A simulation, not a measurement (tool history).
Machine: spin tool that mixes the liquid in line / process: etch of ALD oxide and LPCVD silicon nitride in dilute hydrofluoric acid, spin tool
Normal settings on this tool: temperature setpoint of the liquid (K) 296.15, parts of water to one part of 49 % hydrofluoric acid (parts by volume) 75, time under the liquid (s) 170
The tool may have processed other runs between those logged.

run     day  temperature setpoint of the liquid (K)  parts of water to one part of 49 % hydrofluoric acid (parts by volume)  time under the liquid (s)  read-back film thickness of the ALD oxide reference wafer, read on the same gauge (nm)  read-back film thickness of the LPCVD silicon nitride reference wafer, read on the same gauge (nm)  thickness taken off the ALD oxide on a monitor wafer (Å)  thickness taken off the LPCVD silicon nitride on a monitor wafer (Å)
  1   0.000                                  296.15                                                                      75                        170                                                                                  129.98                                                                                             150.019                                                     275.9                                                                 10.33
  2   1.588                                  296.15                                                                      75                        170                                                                                  130.02                                                                                             149.978                                                     272.3                                                                 10.26
  3   5.208                                  296.15                                                                      75                        170                                                                                  129.97                                                                                             150.049                                                     275.2                                                                 10.19
  4   9.062                                  296.15                                                                      75                        170                                                                                  130.00                                                                                             149.987                                                     274.9                                                                 10.28
  5  12.750                                  296.15                                                                      75                        170                                                                                  130.01                                                                                             150.036                                                     272.8                                                                 10.53
  6  15.283                                  298.15                                                                     105                        170                                                                                  129.99                                                                                             149.999                                                     205.1                                                                  8.65
  7  18.217                                  296.15                                                                     100                        170                                                                                  129.98                                                                                             150.003                                                     205.3                                                                  7.69
  8  20.238                                  296.15                                                                      75                        170                                                                                  130.02                                                                                             149.961                                                     279.6                                                                 10.44
  9  26.362                                  296.15                                                                      75                        170                                                                                  130.00                                                                                             150.042                                                     283.0                                                                 10.05
 10  30.362                                  296.15                                                                      75                        170                                                                                  129.99                                                                                             150.000                                                     283.0                                                                 10.27
 11  33.392                                  300.15                                                                      50                        140                                                                                  130.03                                                                                             150.001                                                     425.8                                                                 17.77
 12  36.700                                  296.15                                                                      75                        170                                                                                  129.99                                                                                             149.982                                                     284.4                                                                 10.87
 13  38.583                                  296.15                                                                     110                         75                                                                                  129.98                                                                                             149.995                                                      78.2                                                                  2.96
 14  41.950                                  296.15                                                                      75                        170                                                                                  129.95                                                                                             149.994                                                     266.3                                                                  9.82
 15  44.475                                  296.15                                                                      75                        170                                                                                  130.03                                                                                             150.029                                                     270.9                                                                 10.82
 16  47.867                                  296.15                                                                      75                        170                                                                                  129.96                                                                                             150.018                                                     271.2                                                                  9.99
 17  49.988                                  298.65                                                                      85                        225                                                                                  129.99                                                                                             150.004                                                     343.2                                                                 14.33
 18  52.638                                  296.15                                                                      50                        145                                                                                  130.00                                                                                             150.032                                                     360.3                                                                 12.63
 19  55.088                                  291.65                                                                      75                        195                                                                                  130.01                                                                                             149.998                                                     261.3                                                                  8.61
 20  56.946                                  300.65                                                                      95                        130                                                                                  130.02                                                                                             149.997                                                     196.2                                                                  8.28

Taken out of this log: 3 entries between the listed runs. Where each belongs, and how the hidden state differs across it:
Logged between run 8 and run 9: gauge calibrated (day 24.725)
  hydrofluoric acid flow above the setpoint (%): 4.6 -> 5.25
  the result without the hidden state subtracted from the measured one, thickness taken off the ALD oxide on a monitor wafer (Å): +13.4 -> +15.4; thickness taken off the LPCVD silicon nitride on a monitor wafer (Å): +0.45 -> +0.49
Logged between run 10 and run 11: thermometer replaced (day 32.317)
  hydrofluoric acid flow above the setpoint (%): 5.68 -> 6
  the result without the hidden state subtracted from the measured one, thickness taken off the ALD oxide on a monitor wafer (Å): +16.6 -> +25.7; thickness taken off the LPCVD silicon nitride on a monitor wafer (Å): +0.55 -> +0.99
Logged between run 12 and run 13: hydrofluoric acid flow meter replaced (day 36.917)
  hydrofluoric acid flow above the setpoint (%): 6.36 -> 0.47
  the result without the hidden state subtracted from the measured one, thickness taken off the ALD oxide on a monitor wafer (Å): +18.5 -> +0.5; thickness taken off the LPCVD silicon nitride on a monitor wafer (Å): +0.63 -> +0.01
